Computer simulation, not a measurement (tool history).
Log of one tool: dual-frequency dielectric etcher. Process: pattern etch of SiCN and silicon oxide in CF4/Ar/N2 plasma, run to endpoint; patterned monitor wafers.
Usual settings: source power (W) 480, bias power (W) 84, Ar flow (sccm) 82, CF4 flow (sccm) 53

| run | hour | source power (W) | bias power (W) | Ar flow (sccm) | CF4 flow (sccm) | wafers since the last listed run | hours since the last wet clean | hours since the last source power generator calibration | hours since the last bias power generator calibration | hours since the last Ar flow controller change | hours since the last CF4 flow controller change | hours since the last upper electrode change | incoming incoming film thickness, nm | endpoint time (s) |
|---|---|---|---|---|---|---|---|---|---|---|---|---|---|---|
| 1 | 0 | 480 | 84 | 82 | 53 | 0 | 50.8 | 1468.4 | 1550.9 | 5144.6 | 3338.1 | 4597.6 | 16.39 | 16.8 |
| 2 | 86.5 | 430 | 84 | 82 | 53 | 1104 | 137.3 | 1554.9 | 1637.4 | 5231.1 | 3424.6 | 4684.1 | 16.49 | 18.5 |
| 3 | 136.7 | 430 | 84 | 82 | 53 | 640 | 187.5 | 1605.1 | 1687.6 | 5281.3 | 3474.8 | 4734.3 | 16.44 | 18.6 |
| 4 | 179.2 | 480 | 80 | 82 | 53 | 542 | 230 | 1647.6 | 1730.1 | 5323.8 | 3517.3 | 4776.8 | 16.3 | 17.2 |
| 5 | 253.8 | 480 | 80 | 82 | 53 | 952 | 304.6 | 1722.2 | 1804.7 | 5398.4 | 3591.9 | 4851.4 | 16.39 | 17.3 |
|  | 285 | wet clean of the chamber |
| 6 | 343.8 | 480 | 84 | 82 | 53 | 842 | 58.8 | 1812.2 | 1894.7 | 5488.4 | 3681.9 | 4941.4 | 16.47 | 16.9 |
| 7 | 386.8 | 480 | 84 | 82 | 53 | 548 | 101.8 | 1855.2 | 1937.7 | 5531.4 | 3724.9 | 4984.4 | 16.43 | 16.7 |
|  | 502.4 | upper electrode replaced |
| 8 | 527 | 480 | 84 | 82 | 53 | 1483 | 242 | 1995.4 | 2077.9 | 5671.6 | 3865.1 | 24.6 | 16.48 | 16.9 |
| 9 | 567 | 570 | 73 | 88 | 63 | 510 | 282 | 2035.4 | 2117.9 | 5711.6 | 3905.1 | 64.6 | 16.48 | 15.6 |
|  | 583.6 | CF4 flow controller replaced |
|  | 638.1 | Ar flow controller replaced |
|  | 652.5 | source power generator calibrated |
|  | 673.6 | wet clean of the chamber |
|  | 791.5 | bias power generator calibrated |
| 10 | 849.8 | 480 | 84 | 82 | 53 | 3085 | 176.2 | 197.3 | 58.3 | 211.7 | 266.2 | 347.4 | 16.35 | 17.1 |
| 11 | 920.8 | 430 | 84 | 82 | 56 | 906 | 247.2 | 268.3 | 129.3 | 282.7 | 337.2 | 418.4 | 16.2 | 18.4 |
|  | 1000.6 | wet clean of the chamber |
| 12 | 1013.9 | 590 | 84 | 91 | 53 | 881 | 13.3 | 361.4 | 222.4 | 375.8 | 430.3 | 511.5 | 16.49 | 14.9 |
| 13 | 1090.5 | 480 | 76 | 82 | 53 | 977 | 89.9 | 438 | 299 | 452.4 | 506.9 | 588.1 | 16.47 | 18.2 |
| 14 | 1188.7 | 480 | 102 | 82 | 64 | 1253 | 188.1 | 536.2 | 397.2 | 550.6 | 605.1 | 686.3 | 16.52 | 15.3 |

Forecast each of these 5 alternatives for the next run:
| A | 1189.1 | 570 | 84 | 82 | 53 | 5 | 188.5 | 536.6 | 397.6 | 551 | 605.5 | 686.7 | 16.27 | ? |
| B | 1189.1 | 480 | 77 | 82 | 53 | 5 | 188.5 | 536.6 | 397.6 | 551 | 605.5 | 686.7 | 16.27 | ? |
| C | 1189.1 | 480 | 84 | 82 | 64 | 5 | 188.5 | 536.6 | 397.6 | 551 | 605.5 | 686.7 | 16.27 | ? |
| D | 1189.1 | 390 | 101 | 64 | 58 | 5 | 188.5 | 536.6 | 397.6 | 551 | 605.5 | 686.7 | 16.27 | ? |
| E | 1189.1 | 480 | 92 | 82 | 53 | 5 | 188.5 | 536.6 | 397.6 | 551 | 605.5 | 686.7 | 16.27 | ? |

| run | endpoint time (s) |
|---|---|
| A | 14.9 |
| B | 18 |
| C | 16.7 |
| D | 17.2 |
| E | 16.3 |
Without the tool's hidden state the same runs would have given:
| run | endpoint time (s) |
|---|---|
| A | 14.8 |
| B | 17.9 |
| C | 16.6 |
| D | 17.1 |
| E | 16.2 |
